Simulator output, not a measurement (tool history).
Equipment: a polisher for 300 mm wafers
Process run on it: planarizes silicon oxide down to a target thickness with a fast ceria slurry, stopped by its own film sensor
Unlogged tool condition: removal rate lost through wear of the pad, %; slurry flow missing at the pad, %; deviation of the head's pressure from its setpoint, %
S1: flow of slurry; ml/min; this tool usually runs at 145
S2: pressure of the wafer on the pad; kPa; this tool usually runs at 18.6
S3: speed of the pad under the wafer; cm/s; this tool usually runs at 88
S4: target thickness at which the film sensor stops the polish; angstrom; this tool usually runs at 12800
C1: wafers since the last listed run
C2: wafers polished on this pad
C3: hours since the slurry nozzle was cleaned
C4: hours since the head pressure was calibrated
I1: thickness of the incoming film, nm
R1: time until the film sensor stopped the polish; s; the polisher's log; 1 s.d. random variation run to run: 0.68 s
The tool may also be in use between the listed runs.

run    hour   S1    S2   S3     S4    C1    C2     C3      C4      I1    R1
  1     0.0  145  18.6   88  12800     0   852  309.4   260.0  2139.4  60.1
  2    79.8  145  18.6   88  12800   465  1317  389.2   339.8  2159.8  61.8
  3   166.2  145  18.6   88  12800   503  1821  475.6   426.2  2126.1  58.0
      263.6  -- worn pad replaced by a new one
  4   269.9  145  18.6  106  12800   581    36  579.3   529.9  2156.2  55.8
  5   327.7  145  18.6  106  12800   337   374  637.1   587.7  2117.3  53.1
  6   417.4  145  18.6  106  12800   523   897  726.8   677.4  2181.6  56.4
  7   509.0  145  18.6   88  12800   534  1431  818.4   769.0  2115.0  59.7
      513.4  -- slurry nozzle cleaned
  8   552.5  145  18.6   88  12800   247  1679   39.1   812.5  2145.2  58.8
  9   629.7  145  18.6   88  12800   450  2129  116.3   889.7  2121.5  57.1
 10   674.1  145  15.2   88  12800   258  2388  160.7   934.1  2116.6  66.5
      744.3  -- worn pad replaced by a new one
 11   746.6  145  15.2   88  12800   399    13  233.2  1006.6  2154.8  68.8
 12   833.8  145  15.2   88  12800   508   521  320.4  1093.8  2111.5  65.0
 13   932.6  145  18.6   88  12800   576  1098  419.2  1192.6  2135.6  60.4
 14  1000.7  145  18.6   88  12800   397  1495  487.3  1260.7  2145.5  61.1
 15  1059.7  125  18.6   88  11170   344  1839  546.3  1319.7  2141.5  72.3
 16  1158.0  175  18.6   88  12800   573  2412  644.6  1418.0  2180.0  61.0
     1174.4  -- head pressure recalibrated
     1229.3  -- worn pad replaced by a new one
 17  1249.2  185  23.4   78  10190   496   116  735.8    74.8  2145.2  69.7
 18  1289.6  185  13.1   88  12800   235   351  776.2   115.2  2129.1  73.7
     1309.0  -- slurry nozzle cleaned
 19  1338.5  145  23.4   62  14560   279   631   29.5   164.1  2119.3  47.1
 20  1412.0  110  16.5   88  15660   428  1059  103.0   237.6  2177.1  47.0
 21  1458.4  145  18.6   88  12800   270  1330  149.4   284.0  2131.3  59.4
 22  1505.4  165  22.1   76  10030   274  1604  196.4   331.0  2161.5  76.9
 23  1605.2  145  18.6  106  12800   582  2186  296.2   430.8  2096.3  50.3
     1719.3  -- worn pad replaced by a new one
 24  1818.1  100  18.6   88  12800  1218   576  509.1   643.7  2136.3  63.0
 25  1915.2  145  18.6   88  12800   566  1142  606.2   740.8  2150.1  61.2
 26  1957.7  145  23.4   62  14560   247  1390  648.7   783.3  2145.2  50.4
     2061.6  -- slurry nozzle cleaned
 27  2062.1  145  18.6   88  10400   603  1993    0.5   887.7  2151.9  75.7
     2087.4  -- worn pad replaced by a new one
 28  2133.3  165  18.6   88  11990   391   267   71.7   958.9  2122.1  61.2

Had the tool no unlogged condition, and each run kept its random variation, what would the results have been?
run    R1
  1  58.6
  2  60.0
  3  55.9
  4  53.3
  5  50.5
  6  53.2
  7  55.8
  8  58.2
  9  56.2
 10  65.3
 11  67.3
 12  63.2
 13  58.2
 14  58.6
 15  68.7
 16  58.1
 17  66.0
 18  69.5
 19  46.8
 20  46.4
 21  58.6
 22  75.7
 23  49.2
 24  60.0
 25  58.4
 26  47.9
 27  74.9
 28  60.4
